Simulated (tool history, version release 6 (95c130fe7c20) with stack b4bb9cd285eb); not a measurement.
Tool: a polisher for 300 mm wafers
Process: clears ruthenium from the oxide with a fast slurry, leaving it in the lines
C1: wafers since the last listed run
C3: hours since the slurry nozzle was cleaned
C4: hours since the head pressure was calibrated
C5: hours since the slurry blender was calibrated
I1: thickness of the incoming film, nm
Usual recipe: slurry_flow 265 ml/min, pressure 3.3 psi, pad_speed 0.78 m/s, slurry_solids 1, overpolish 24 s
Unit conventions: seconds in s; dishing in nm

Run 1, hour 0: usual settings; C1 0; wafers polished on this pad 2019; C3 194.1; C4 128; C5 362.8; I1 260.7. Result: seconds 83.2 s, dishing 49.7 nm.
At hour 62.1: slurry blender recalibrated.
Run 2, hour 107.6: usual settings; C1 826; wafers polished on this pad 2846; C3 301.7; C4 235.6; C5 45.5; I1 260.3. Result: seconds 81.6 s, dishing 51.2 nm.
At hour 154.8: worn pad replaced by a new one.
Run 3, hour 206.3: usual settings but slurry_flow 325 ml/min, slurry_solids 1.1; C1 741; wafers polished on this pad 403; C3 400.4; C4 334.3; C5 144.2; I1 259.2. Result: seconds 77.3 s, dishing 52.8 nm.
Run 4, hour 285.1: usual settings but slurry_flow 325 ml/min, slurry_solids 1.1; C1 617; wafers polished on this pad 1020; C3 479.2; C4 413.1; C5 223; I1 259.9. Result: seconds 77.7 s, dishing 52.4 nm.
At hour 289.9: slurry nozzle cleaned.
Run 5, hour 386.1: usual settings but slurry_flow 325 ml/min, slurry_solids 1.1; C1 783; wafers polished on this pad 1803; C3 96.2; C4 514.1; C5 324; I1 255. Result: seconds 75.1 s, dishing 52.3 nm.
Run 6, hour 465.5: usual settings; C1 621; wafers polished on this pad 2425; C3 175.6; C4 593.5; C5 403.4; I1 256.1. Result: seconds 78.5 s, dishing 51.2 nm.
Run 7, hour 566.6: usual settings; C1 791; wafers polished on this pad 3217; C3 276.7; C4 694.6; C5 504.5; I1 263.1. Result: seconds 81.7 s, dishing 50.4 nm.
At hour 579.4: worn pad replaced by a new one.
At hour 611.9: slurry blender recalibrated.
Run 8, hour 673.1: usual settings; C1 787; wafers polished on this pad 718; C3 383.2; C4 801.1; C5 61.2; I1 261. Result: seconds 79.7 s, dishing 52 nm.
Run 9, hour 710.1: usual settings; C1 289; wafers polished on this pad 1007; C3 420.2; C4 838.1; C5 98.2; I1 253.9. Result: seconds 78.8 s, dishing 50.8 nm.
Run 10, hour 747: usual settings; C1 288; wafers polished on this pad 1296; C3 457.1; C4 875; C5 135.1; I1 260.3. Result: seconds 80.5 s, dishing 49.8 nm.
At hour 762.3: slurry nozzle cleaned.
Run 11, hour 794.8: usual settings but slurry_flow 295 ml/min, slurry_solids 1.15; C1 366; wafers polished on this pad 1663; C3 32.5; C4 922.8; C5 182.9; I1 263.6. Result: seconds 75.5 s, dishing 51.5 nm.
Run 12, hour 873.6: usual settings but slurry_flow 295 ml/min, slurry_solids 1.15; C1 617; wafers polished on this pad 2280; C3 111.3; C4 1001.6; C5 261.7; I1 262.7. Result: seconds 75.6 s, dishing 54 nm.
Run 13, hour 930.3: usual settings but slurry_flow 295 ml/min, slurry_solids 1.15; C1 444; wafers polished on this pad 2724; C3 168; C4 1058.3; C5 318.4; I1 265.3. Result: seconds 75.3 s, dishing 54.3 nm.
Run 14, hour 1034.5: usual settings but pad_speed 0.96 m/s; C1 816; wafers polished on this pad 3540; C3 272.2; C4 1162.5; C5 422.6; I1 260.8. Result: seconds 64.1 s, dishing 60.1 nm.
Run 15, hour 1098.2: usual settings; C1 498; wafers polished on this pad 4039; C3 335.9; C4 1226.2; C5 486.3; I1 262.9. Result: seconds 78.7 s, dishing 52.7 nm.
At hour 1118.1: worn pad replaced by a new one.
At hour 1129.9: slurry blender recalibrated.
At hour 1169.4: head pressure recalibrated.
Run 16, hour 1177.7: usual settings but slurry_flow 305 ml/min, overpolish 32 s; C1 559; wafers polished on this pad 435; C3 415.4; C4 8.3; C5 47.8; I1 260.8. Result: seconds 82.7 s, dishing 60.1 nm.
At hour 1238.8: slurry nozzle cleaned.
Run 17, hour 1345.5: usual settings but pressure 4.5 psi, pad_speed 0.66 m/s, overpolish 37 s; C1 1306; wafers polished on this pad 1741; C3 106.7; C4 176.1; C5 215.6; I1 258.5. Result: seconds 74.2 s, dishing 68.4 nm.
Run 18, hour 1403.9: usual settings; C1 457; wafers polished on this pad 2198; C3 165.1; C4 234.5; C5 274; I1 258.6. Result: seconds 83.8 s, dishing 48.7 nm.
Run 19, hour 1473.5: usual settings but slurry_flow 305 ml/min, pad_speed 0.92 m/s, slurry_solids 1.25, overpolish 11 s; C1 545; wafers polished on this pad 2743; C3 234.7; C4 304.1; C5 343.6; I1 263. Result: seconds 65.2 s, dishing 33.1 nm.

Run 20 has not been measured yet. What should we expect?
Run 20, hour 1528: usual settings; C1 426; wafers polished on this pad 3170; C3 289.2; C4 358.6; C5 398.1; I1 257.3. Result: seconds ?, dishing ?.

{"run 20": {"seconds": 83.5, "dishing": 49}}
With the hidden condition absent and the run-to-run variation left alone, this run would have shown seconds 82.1 s, dishing 49.5 nm.
